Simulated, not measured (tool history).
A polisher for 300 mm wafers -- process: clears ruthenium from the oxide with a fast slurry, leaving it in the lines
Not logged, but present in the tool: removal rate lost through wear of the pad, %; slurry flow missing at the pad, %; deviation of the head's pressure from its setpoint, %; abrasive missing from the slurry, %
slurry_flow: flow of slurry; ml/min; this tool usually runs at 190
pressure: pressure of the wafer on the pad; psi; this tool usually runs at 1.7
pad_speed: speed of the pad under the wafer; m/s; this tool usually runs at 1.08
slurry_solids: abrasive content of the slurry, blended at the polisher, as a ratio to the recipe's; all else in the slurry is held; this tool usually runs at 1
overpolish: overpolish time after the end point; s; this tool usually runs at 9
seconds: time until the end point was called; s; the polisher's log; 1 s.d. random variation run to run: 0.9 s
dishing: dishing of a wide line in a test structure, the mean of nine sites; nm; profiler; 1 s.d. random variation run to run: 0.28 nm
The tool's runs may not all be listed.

| run | hour | slurry_flow | pressure | pad_speed | slurry_solids | overpolish | wafers since the last listed run | wafers polished on this pad | hours since the slurry nozzle was cleaned | hours since the head pressure was calibrated | hours since the slurry blender was calibrated | incoming thickness of the incoming film, nm | seconds | dishing |
|---|---|---|---|---|---|---|---|---|---|---|---|---|---|---|
| 1 | 0 | 190 | 1.7 | 1.3 | 1 | 9 | 0 | 166 | 535.2 | 651.2 | 228.5 | 132 | 48.5 | 17.7 |
|  | 1.5 | slurry blender recalibrated |
| 2 | 34.2 | 190 | 1.7 | 1.3 | 1 | 9 | 252 | 419 | 569.4 | 685.4 | 32.7 | 128.3 | 48.3 | 17.4 |
| 3 | 94.6 | 190 | 1.7 | 1.08 | 1 | 9 | 466 | 885 | 629.8 | 745.8 | 93.1 | 132.1 | 59.6 | 15.1 |
| 4 | 125.6 | 190 | 1.7 | 1.08 | 1 | 9 | 239 | 1124 | 660.8 | 776.8 | 124.1 | 128 | 60.4 | 15.2 |
|  | 160.7 | worn pad replaced by a new one |
| 5 | 190 | 190 | 1.7 | 1.08 | 1 | 9 | 466 | 226 | 725.2 | 841.2 | 188.5 | 129.7 | 57.6 | 14.9 |
| 6 | 221.6 | 190 | 1.7 | 1.08 | 1 | 9 | 243 | 469 | 756.8 | 872.8 | 220.1 | 130.6 | 57.5 | 14.9 |
|  | 272.1 | slurry blender recalibrated |
| 7 | 272.6 | 190 | 1.7 | 1.08 | 1 | 9 | 378 | 848 | 807.8 | 923.8 | 0.5 | 130.7 | 59.3 | 14.8 |
| 8 | 325.2 | 190 | 1.7 | 1.08 | 1 | 9 | 405 | 1254 | 860.4 | 976.4 | 53.1 | 128.2 | 59 | 14.8 |
|  | 357.9 | worn pad replaced by a new one |
| 9 | 358.4 | 190 | 1.7 | 1.08 | 1 | 9 | 225 | 3 | 893.6 | 1009.6 | 86.3 | 130.3 | 58.2 | 15.1 |
| 10 | 424 | 190 | 1.7 | 1.08 | 1 | 12 | 506 | 510 | 959.2 | 1075.2 | 151.9 | 129.4 | 59.6 | 19.7 |
|  | 432.5 | slurry nozzle cleaned |
| 11 | 465 | 190 | 1.7 | 1.32 | 1 | 9 | 308 | 818 | 32.5 | 1116.2 | 192.9 | 129.4 | 48.1 | 17.4 |
|  | 522.2 | slurry blender recalibrated |
| 12 | 532.1 | 190 | 1.7 | 1.08 | 1 | 9 | 502 | 1321 | 99.6 | 1183.3 | 9.9 | 130.8 | 59.8 | 15.2 |
|  | 547.2 | worn pad replaced by a new one, of another model than before |
| 13 | 576.3 | 190 | 1.7 | 1.08 | 1.2 | 9 | 310 | 224 | 143.8 | 1227.5 | 54.1 | 130.6 | 53.6 | 16.9 |
|  | 602.2 | head pressure recalibrated |
| 14 | 622.7 | 190 | 1.7 | 1.08 | 1 | 9 | 342 | 567 | 190.2 | 20.5 | 100.5 | 129 | 53.1 | 16.7 |
| 15 | 657.7 | 190 | 1.7 | 1.08 | 1 | 11 | 270 | 837 | 225.2 | 55.5 | 135.5 | 132 | 53.9 | 20.2 |
| 16 | 694.2 | 190 | 1.9 | 0.82 | 1.25 | 7 | 281 | 1119 | 261.7 | 92 | 172 | 130.1 | 51.2 | 13.8 |
|  | 727.7 | slurry blender recalibrated |
| 17 | 728.2 | 235 | 1.7 | 1.08 | 1.1 | 9 | 246 | 1366 | 295.7 | 126 | 0.5 | 128.9 | 48.7 | 17.7 |
|  | 764.4 | worn pad replaced by a new one |
| 18 | 795.7 | 190 | 1.2 | 1.42 | 0.75 | 5 | 490 | 241 | 363.2 | 193.5 | 68 | 130 | 65.1 | 8 |

Run 19 comes next. What will it give?
| 19 | 864.6 | 190 | 1.7 | 0.8 | 0.9 | 9 | 531 | 773 | 432.1 | 262.4 | 136.9 | 130.3 | ? | ? |

For run 19 the tool returned seconds 66.3 s, dishing 13.7 nm.
Minus the tool's unlogged condition, the same run would have read seconds 64.1 s, dishing 14.1 nm.
